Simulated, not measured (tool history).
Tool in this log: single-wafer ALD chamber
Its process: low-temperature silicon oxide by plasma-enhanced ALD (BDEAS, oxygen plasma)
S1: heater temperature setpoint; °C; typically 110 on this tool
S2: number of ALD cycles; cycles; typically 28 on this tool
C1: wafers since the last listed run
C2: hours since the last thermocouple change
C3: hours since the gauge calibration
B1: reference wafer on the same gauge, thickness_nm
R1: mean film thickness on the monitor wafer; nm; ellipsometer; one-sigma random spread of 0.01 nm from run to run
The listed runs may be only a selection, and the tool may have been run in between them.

| run | hour | S1 | S2 | C1 | C2 | C3 | B1 | R1 |
|---|---|---|---|---|---|---|---|---|
| 1 | 0.0 | 110 | 30 | 0 | 229.1 | 70.1 | 4.971 | 4.490 |
| 2 | 26.9 | 110 | 28 | 181 | 256.0 | 97.0 | 4.967 | 4.186 |
| 3 | 92.5 | 110 | 28 | 443 | 321.6 | 162.6 | 4.970 | 4.205 |
| 4 | 150.1 | 110 | 32 | 389 | 379.2 | 220.2 | 4.974 | 4.802 |
| 5 | 187.3 | 110 | 32 | 251 | 416.4 | 257.4 | 4.971 | 4.805 |
| 6 | 249.9 | 110 | 32 | 423 | 479.0 | 320.0 | 4.964 | 4.800 |
| 7 | 309.3 | 110 | 28 | 401 | 538.4 | 379.4 | 4.974 | 4.237 |
| 8 | 346.3 | 110 | 28 | 250 | 575.4 | 416.4 | 4.965 | 4.199 |
| 9 | 408.8 | 110 | 28 | 422 | 637.9 | 478.9 | 4.966 | 4.206 |
| 10 | 452.5 | 120 | 28 | 295 | 681.6 | 522.6 | 4.970 | 4.125 |
| 11 | 476.8 | 110 | 28 | 164 | 705.9 | 546.9 | 4.979 | 4.230 |
| 12 | 532.9 | 116 | 26 | 379 | 762.0 | 603.0 | 4.974 | 3.873 |
| 13 | 574.9 | 110 | 29 | 283 | 804.0 | 645.0 | 4.969 | 4.382 |
| 14 | 627.4 | 110 | 28 | 354 | 856.5 | 697.5 | 4.974 | 4.241 |
| 15 | 679.4 | 110 | 28 | 351 | 908.5 | 749.5 | 4.975 | 4.220 |
|  | 689.2 | gauge calibrated |
| 16 | 716.2 | 116 | 33 | 248 | 945.3 | 27.0 | 4.973 | 4.918 |
| 17 | 759.7 | 117 | 24 | 293 | 988.8 | 70.5 | 4.966 | 3.577 |
| 18 | 803.1 | 110 | 24 | 293 | 1032.2 | 113.9 | 4.973 | 3.623 |
| 19 | 863.5 | 96 | 23 | 408 | 1092.6 | 174.3 | 4.974 | 3.645 |
| 20 | 924.5 | 122 | 24 | 412 | 1153.6 | 235.3 | 4.975 | 3.541 |
| 21 | 961.8 | 101 | 33 | 252 | 1190.9 | 272.6 | 4.969 | 5.160 |
| 22 | 1027.9 | 103 | 31 | 446 | 1257.0 | 338.7 | 4.970 | 4.806 |
|  | 1076.6 | thermocouple changed; heater temperature recalibrated |
| 23 | 1090.7 | 110 | 28 | 370 | 14.1 | 401.5 | 4.966 | 4.183 |
| 24 | 1126.8 | 106 | 33 | 243 | 50.2 | 437.6 | 4.972 | 4.973 |
| 25 | 1180.6 | 110 | 28 | 363 | 104.0 | 491.4 | 4.965 | 4.180 |

What does the tool deliver on the next run?
| 26 | 1250.1 | 97 | 28 | 469 | 173.5 | 560.9 | ? | ? |

Run 26 measured B1 4.969, R1 4.352 nm.
The same run, on a tool lacking any hidden state, would have yielded R1 4.351 nm.
